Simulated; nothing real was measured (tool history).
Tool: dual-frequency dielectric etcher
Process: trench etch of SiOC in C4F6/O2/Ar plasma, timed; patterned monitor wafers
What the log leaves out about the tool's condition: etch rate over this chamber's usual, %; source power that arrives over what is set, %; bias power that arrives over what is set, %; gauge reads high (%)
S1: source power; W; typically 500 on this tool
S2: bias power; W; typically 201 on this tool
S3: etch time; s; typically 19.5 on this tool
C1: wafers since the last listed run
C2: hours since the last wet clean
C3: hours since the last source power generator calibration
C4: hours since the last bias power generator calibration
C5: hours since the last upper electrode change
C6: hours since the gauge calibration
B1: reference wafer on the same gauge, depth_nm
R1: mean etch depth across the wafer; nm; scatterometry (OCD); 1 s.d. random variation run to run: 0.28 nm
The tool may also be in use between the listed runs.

run	day	S1	S2	S3	C1	C2	C3	C4	C5	C6	B1	R1
1	0	580	201	21.5	0	165	1747.7	1910.7	1690.8	335.8	48.44	59.53
2	0.638	580	201	21.5	204	180.3	1763	1926	1706.1	351.1	48.34	59.18
3	1.121	580	201	16	155	191.9	1774.6	1937.6	1717.7	362.7	48.33	44.47
# day 2.95: bias power generator calibrated
4	2.971	580	201	16	541	236.3	1819	0.5	1762.1	407.1	48.38	44.29
5	3.283	500	201	19.5	100	243.8	1826.5	8	1769.6	414.6	48.42	49.99
6	3.642	500	201	19.5	115	252.4	1835.1	16.6	1778.2	423.2	48.35	50.46
# day 3.875: source power generator calibrated
7	4.304	500	201	19.5	159	268.3	10.3	32.5	1794.1	439.1	48.37	49.96
8	4.879	500	201	19.5	184	282.1	24.1	46.3	1807.9	452.9	48.32	50.87
9	5.479	500	201	19.5	192	296.5	38.5	60.7	1822.3	467.3	48.3	50.14
# day 5.983: gauge calibrated
10	6.046	500	217	19.5	182	310.1	52.1	74.3	1835.9	1.5	48.45	52.62
11	6.388	500	211	19.5	109	318.3	60.3	82.5	1844.1	9.7	48.43	51.87
# day 7.679: wet clean of the chamber
12	7.7	500	211	19.5	100	0.5	91.8	114	1875.6	41.2	48.41	51.21
13	7.712	500	201	19.5	4	0.8	92.1	114.3	1875.9	41.5	48.35	50.33
14	7.958	450	168	19.5	79	6.7	98	120.2	1881.8	47.4	48.44	43.84
15	8.633	500	201	19.5	217	22.9	114.2	136.4	1898	63.6	48.4	50.42
# day 10.296: upper electrode replaced
16	10.317	500	217	19.5	219	63.3	154.6	176.8	0.5	104	48.42	52
17	10.333	500	201	19.5	5	63.7	155	177.2	0.9	104.4	48.41	50.17
18	10.346	560	201	15	4	64	155.3	177.5	1.2	104.7	48.4	40.85
19	10.592	590	201	15.5	79	69.9	161.2	183.4	7.1	110.6	48.43	43.09
20	10.929	500	217	19.5	108	78	169.3	191.5	15.2	118.7	48.41	51.64
21	11.271	500	161	17	109	86.2	177.5	199.7	23.4	126.9	48.43	38.76
22	11.904	500	211	19.5	203	101.4	192.7	214.9	38.6	142.1	48.4	51.71
23	12.608	560	223	21	226	118.3	209.6	231.8	55.5	159	48.28	60.37
24	13.229	530	186	25	199	133.2	224.5	246.7	70.4	173.9	48.4	64.08
25	14.342	590	201	25	357	159.9	251.2	273.4	97.1	200.6	48.4	69.49
26	15.021	500	165	24	218	176.2	267.5	289.7	113.4	216.9	48.34	55.76
27	15.288	420	156	22.5	85	182.6	273.9	296.1	119.8	223.3	48.34	46.61
28	15.65	610	187	17	116	191.3	282.6	304.8	128.5	232	48.45	46.45
29	16.308	500	201	19.5	211	207.1	298.4	320.6	144.3	247.8	48.36	50.3

Here are 5 independent what-if runs from the current tool condition. What would each one return?
A	16.325	500	201	19.5	5	207.5	298.8	321	144.7	248.2	?	?
B	16.325	580	201	19.5	5	207.5	298.8	321	144.7	248.2	?	?
C	16.325	430	239	14	5	207.5	298.8	321	144.7	248.2	?	?
D	16.325	500	201	15.5	5	207.5	298.8	321	144.7	248.2	?	?
E	16.325	580	184	21	5	207.5	298.8	321	144.7	248.2	?	?

run	B1	R1
A	48.41	50.4
B	48.41	53.94
C	48.41	36.79
D	48.41	40.06
E	48.41	55.54
With no hidden state in the tool, these same runs would have given:
run	R1
A	50.4
B	53.94
C	36.79
D	40.06
E	55.54

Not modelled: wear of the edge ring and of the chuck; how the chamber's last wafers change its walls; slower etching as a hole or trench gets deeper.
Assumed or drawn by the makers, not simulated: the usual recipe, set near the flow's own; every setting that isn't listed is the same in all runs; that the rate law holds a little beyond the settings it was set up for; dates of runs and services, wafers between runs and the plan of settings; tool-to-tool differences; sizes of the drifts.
